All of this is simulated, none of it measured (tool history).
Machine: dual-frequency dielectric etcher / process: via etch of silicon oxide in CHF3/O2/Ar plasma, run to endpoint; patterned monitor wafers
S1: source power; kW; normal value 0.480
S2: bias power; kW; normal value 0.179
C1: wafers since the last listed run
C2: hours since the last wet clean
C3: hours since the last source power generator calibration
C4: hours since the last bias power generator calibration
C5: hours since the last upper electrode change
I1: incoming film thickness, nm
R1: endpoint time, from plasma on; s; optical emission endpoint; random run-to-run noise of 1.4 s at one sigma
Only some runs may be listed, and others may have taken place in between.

run   hour     S1     S2   C1     C2      C3      C4      C5     I1     R1
  1    0.0  0.430  0.179    0  409.0  1547.4  2926.7  3423.7  572.7  333.8
  2   15.0  0.430  0.179   95  424.0  1562.4  2941.7  3438.7  576.8  335.6
  3   25.8  0.430  0.179   68  434.8  1573.2  2952.5  3449.5  574.3  334.6
  4   40.9  0.510  0.179   96  449.9  1588.3  2967.6  3464.6  575.3  303.8
  5   51.1  0.510  0.179   64  460.1  1598.5  2977.8  3474.8  569.9  299.4
  6   61.5  0.480  0.206   66  470.5  1608.9  2988.2  3485.2  572.2  298.0
  7   68.1  0.480  0.206   41  477.1  1615.5  2994.8  3491.8  572.0  295.6
  8   86.0  0.530  0.179  113  495.0  1633.4  3012.7  3509.7  571.8  294.7
  9   95.4  0.530  0.179   59  504.4  1642.8  3022.1  3519.1  568.3  291.6
 10  106.9  0.480  0.179   73  515.9  1654.3  3033.6  3530.6  577.1  315.1
 11  118.2  0.480  0.179   71  527.2  1665.6  3044.9  3541.9  574.0  313.0
     148.9  -- wet clean of the chamber
 12  149.4  0.480  0.179   45    0.5  1696.8  3076.1  3573.1  570.3  310.5
 13  149.8  0.480  0.156    2    0.9  1697.2  3076.5  3573.5  578.5  331.9
 14  152.1  0.480  0.156   14    3.2  1699.5  3078.8  3575.8  574.4  329.7
     185.0  -- upper electrode replaced
 15  185.5  0.570  0.145   59   36.6  1732.9  3112.2     0.5  568.4  302.2
 16  185.9  0.380  0.153    2   37.0  1733.3  3112.6     0.9  578.7  390.5
 17  186.6  0.380  0.153    4   37.7  1734.0  3113.3     1.6  573.8  385.7
 18  203.9  0.480  0.216  110   55.0  1751.3  3130.6    18.9  573.5  292.5
 19  220.2  0.480  0.158  103   71.3  1767.6  3146.9    35.2  579.6  328.9
 20  234.4  0.480  0.179   90   85.5  1781.8  3161.1    49.4  569.4  311.8
 21  248.8  0.480  0.206   91   99.9  1796.2  3175.5    63.8  570.9  297.1
 22  287.9  0.450  0.210  248  139.0  1835.3  3214.6   102.9  575.6  308.8
 23  295.3  0.550  0.204   47  146.4  1842.7  3222.0   110.3  571.6  276.3
 24  302.7  0.420  0.223   47  153.8  1850.1  3229.4   117.7  572.9  314.6
     306.8  -- bias power generator calibrated
 25  312.8  0.600  0.215   38  163.9  1860.2     6.0   127.8  571.2  257.0
 26  328.5  0.480  0.218   99  179.6  1875.9    21.7   143.5  573.6  292.3
 27  346.1  0.480  0.179  111  197.2  1893.5    39.3   161.1  570.0  312.5
 28  360.9  0.600  0.179   94  212.0  1908.3    54.1   175.9  570.4  275.6
     368.0  -- source power generator calibrated
 29  375.8  0.580  0.179   69  226.9     7.8    69.0   190.8  572.1  281.0
 30  393.5  0.480  0.179  112  244.6    25.5    86.7   208.5  569.5  308.8
 31  407.0  0.450  0.158   85  258.1    39.0   100.2   222.0  567.8  336.8
 32  420.1  0.480  0.179   83  271.2    52.1   113.3   235.1  575.0  313.1
 33  426.4  0.480  0.179   40  277.5    58.4   119.6   241.4  575.6  318.0
 34  439.9  0.530  0.191   85  291.0    71.9   133.1   254.9  578.5  291.2
 35  454.1  0.590  0.213   90  305.2    86.1   147.3   269.1  567.2  260.2
 36  469.3  0.420  0.152   96  320.4   101.3   162.5   284.3  576.0  360.3

Give the tool's hidden conditions for every run:
etch rate over this chamber's usual, %: 0 in every run
source power that arrives over what is set, %: 0 in every run
bias power that arrives over what is set, %: 0 in every run

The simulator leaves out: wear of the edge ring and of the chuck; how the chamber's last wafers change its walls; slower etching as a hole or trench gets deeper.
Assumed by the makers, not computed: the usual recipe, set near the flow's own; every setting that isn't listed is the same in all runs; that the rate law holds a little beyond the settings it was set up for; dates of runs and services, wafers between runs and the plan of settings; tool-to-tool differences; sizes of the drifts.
